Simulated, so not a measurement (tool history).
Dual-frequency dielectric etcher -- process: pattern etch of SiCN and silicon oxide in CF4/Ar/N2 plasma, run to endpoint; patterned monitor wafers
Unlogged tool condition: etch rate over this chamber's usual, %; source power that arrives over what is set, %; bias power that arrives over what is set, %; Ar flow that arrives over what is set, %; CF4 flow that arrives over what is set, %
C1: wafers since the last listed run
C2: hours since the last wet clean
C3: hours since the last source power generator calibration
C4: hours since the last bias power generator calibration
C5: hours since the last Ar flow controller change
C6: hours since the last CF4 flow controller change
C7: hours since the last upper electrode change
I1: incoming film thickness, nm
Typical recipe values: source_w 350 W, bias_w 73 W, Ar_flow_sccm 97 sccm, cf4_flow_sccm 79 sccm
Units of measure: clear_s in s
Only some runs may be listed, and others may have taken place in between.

run 1 day=0.000 | source_w=370 bias_w=73 Ar_flow_sccm=85 cf4_flow_sccm=79 | C1=0 C2=23.5 C3=1567.0 C4=3027.4 C5=1378.3 C6=4092.4 C7=2484.4 | I1=13.75 | clear_s=17.6
run 2 day=0.583 | source_w=350 bias_w=73 Ar_flow_sccm=97 cf4_flow_sccm=79 | C1=159 C2=37.5 C3=1581.0 C4=3041.4 C5=1392.3 C6=4106.4 C7=2498.4 | I1=13.64 | clear_s=18.8
run 3 day=1.633 | source_w=350 bias_w=73 Ar_flow_sccm=97 cf4_flow_sccm=79 | C1=287 C2=62.7 C3=1606.2 C4=3066.6 C5=1417.5 C6=4131.6 C7=2523.6 | I1=13.59 | clear_s=18.7
run 4 day=5.579 | source_w=350 bias_w=73 Ar_flow_sccm=97 cf4_flow_sccm=79 | C1=1081 C2=157.4 C3=1700.9 C4=3161.3 C5=1512.2 C6=4226.3 C7=2618.3 | I1=13.60 | clear_s=18.6
run 5 day=6.996 | source_w=350 bias_w=73 Ar_flow_sccm=97 cf4_flow_sccm=79 | C1=388 C2=191.4 C3=1734.9 C4=3195.3 C5=1546.2 C6=4260.3 C7=2652.3 | I1=13.90 | clear_s=18.8
run 6 day=8.242 | source_w=350 bias_w=73 Ar_flow_sccm=97 cf4_flow_sccm=79 | C1=341 C2=221.3 C3=1764.8 C4=3225.2 C5=1576.1 C6=4290.2 C7=2682.2 | I1=13.55 | clear_s=18.5
run 7 day=8.921 | source_w=350 bias_w=73 Ar_flow_sccm=97 cf4_flow_sccm=79 | C1=186 C2=237.6 C3=1781.1 C4=3241.5 C5=1592.4 C6=4306.5 C7=2698.5 | I1=13.62 | clear_s=18.5
run 8 day=10.321 | source_w=350 bias_w=73 Ar_flow_sccm=97 cf4_flow_sccm=79 | C1=383 C2=271.2 C3=1814.7 C4=3275.1 C5=1626.0 C6=4340.1 C7=2732.1 | I1=13.80 | clear_s=18.7
run 9 day=11.400 | source_w=350 bias_w=73 Ar_flow_sccm=97 cf4_flow_sccm=79 | C1=295 C2=297.1 C3=1840.6 C4=3301.0 C5=1651.9 C6=4366.0 C7=2758.0 | I1=13.57 | clear_s=18.4
run 10 day=12.121 | source_w=350 bias_w=73 Ar_flow_sccm=97 cf4_flow_sccm=79 | C1=197 C2=314.4 C3=1857.9 C4=3318.3 C5=1669.2 C6=4383.3 C7=2775.3 | I1=13.77 | clear_s=18.5
-- day=13.100 source power generator calibrated
run 11 day=13.279 | source_w=350 bias_w=73 Ar_flow_sccm=97 cf4_flow_sccm=79 | C1=271 C2=342.2 C3=4.3 C4=3346.1 C5=1697.0 C6=4411.1 C7=2803.1 | I1=13.70 | clear_s=19.2
-- day=14.717 wet clean of the chamber
run 12 day=14.738 | source_w=350 bias_w=73 Ar_flow_sccm=97 cf4_flow_sccm=70 | C1=125 C2=0.5 C3=39.3 C4=3381.1 C5=1732.0 C6=4446.1 C7=2838.1 | I1=13.74 | clear_s=20.2
run 13 day=15.058 | source_w=270 bias_w=73 Ar_flow_sccm=97 cf4_flow_sccm=79 | C1=87 C2=8.2 C3=47.0 C4=3388.8 C5=1739.7 C6=4453.8 C7=2845.8 | I1=13.67 | clear_s=25.5
run 14 day=16.467 | source_w=350 bias_w=86 Ar_flow_sccm=109 cf4_flow_sccm=79 | C1=386 C2=42.0 C3=80.8 C4=3422.6 C5=1773.5 C6=4487.6 C7=2879.6 | I1=13.78 | clear_s=19.0
run 15 day=17.325 | source_w=350 bias_w=73 Ar_flow_sccm=97 cf4_flow_sccm=79 | C1=235 C2=62.6 C3=101.4 C4=3443.2 C5=1794.1 C6=4508.2 C7=2900.2 | I1=13.75 | clear_s=19.6
run 16 day=18.442 | source_w=400 bias_w=73 Ar_flow_sccm=97 cf4_flow_sccm=79 | C1=306 C2=89.4 C3=128.2 C4=3470.0 C5=1820.9 C6=4535.0 C7=2927.0 | I1=13.50 | clear_s=16.6
-- day=19.100 bias power generator calibrated
run 17 day=19.654 | source_w=390 bias_w=89 Ar_flow_sccm=119 cf4_flow_sccm=79 | C1=286 C2=118.5 C3=157.3 C4=13.3 C5=1850.0 C6=4564.1 C7=2956.1 | I1=13.58 | clear_s=16.7
-- day=20.538 Ar flow controller replaced
run 18 day=20.642 | source_w=350 bias_w=73 Ar_flow_sccm=116 cf4_flow_sccm=79 | C1=202 C2=142.2 C3=181.0 C4=37.0 C5=2.5 C6=4587.8 C7=2979.8 | I1=13.64 | clear_s=19.4
-- day=21.733 upper electrode replaced
run 19 day=22.071 | source_w=350 bias_w=89 Ar_flow_sccm=76 cf4_flow_sccm=64 | C1=117 C2=176.5 C3=215.3 C4=71.3 C5=36.8 C6=4622.1 C7=8.1 | I1=13.68 | clear_s=18.6
-- day=22.350 CF4 flow controller replaced
run 20 day=23.042 | source_w=430 bias_w=66 Ar_flow_sccm=97 cf4_flow_sccm=79 | C1=197 C2=199.8 C3=238.6 C4=94.6 C5=60.1 C6=16.6 C7=31.4 | I1=13.54 | clear_s=15.9
run 21 day=24.421 | source_w=310 bias_w=73 Ar_flow_sccm=97 cf4_flow_sccm=79 | C1=378 C2=232.9 C3=271.7 C4=127.7 C5=93.2 C6=49.7 C7=64.5 | I1=13.71 | clear_s=21.5
run 22 day=28.804 | source_w=350 bias_w=73 Ar_flow_sccm=80 cf4_flow_sccm=79 | C1=1201 C2=338.1 C3=376.9 C4=232.9 C5=198.4 C6=154.9 C7=169.7 | I1=13.66 | clear_s=18.4
run 23 day=29.825 | source_w=350 bias_w=73 Ar_flow_sccm=97 cf4_flow_sccm=79 | C1=279 C2=362.6 C3=401.4 C4=257.4 C5=222.9 C6=179.4 C7=194.2 | I1=13.77 | clear_s=18.9

5 options for the next run, each taken on its own from the tool as it stands now. Forecast them:
run A day=29.842 | source_w=350 bias_w=73 Ar_flow_sccm=74 cf4_flow_sccm=79 | C1=4 C2=363.0 C3=401.8 C4=257.8 C5=223.3 C6=179.8 C7=194.6 | I1=13.82 | clear_s=?
run B day=29.842 | source_w=300 bias_w=73 Ar_flow_sccm=97 cf4_flow_sccm=94 | C1=4 C2=363.0 C3=401.8 C4=257.8 C5=223.3 C6=179.8 C7=194.6 | I1=13.82 | clear_s=?
run C day=29.842 | source_w=400 bias_w=57 Ar_flow_sccm=108 cf4_flow_sccm=79 | C1=4 C2=363.0 C3=401.8 C4=257.8 C5=223.3 C6=179.8 C7=194.6 | I1=13.82 | clear_s=?
run D day=29.842 | source_w=350 bias_w=73 Ar_flow_sccm=97 cf4_flow_sccm=90 | C1=4 C2=363.0 C3=401.8 C4=257.8 C5=223.3 C6=179.8 C7=194.6 | I1=13.82 | clear_s=?
run E day=29.842 | source_w=290 bias_w=83 Ar_flow_sccm=85 cf4_flow_sccm=79 | C1=4 C2=363.0 C3=401.8 C4=257.8 C5=223.3 C6=179.8 C7=194.6 | I1=13.82 | clear_s=?

run=A clear_s=18.5
run=B clear_s=21.4
run=C clear_s=17.8
run=D clear_s=18.4
run=E clear_s=22.0
Had the tool no hidden state, the same runs would have come out as:
run=A clear_s=19.3
run=B clear_s=22.3
run=C clear_s=18.5
run=D clear_s=19.2
run=E clear_s=22.8
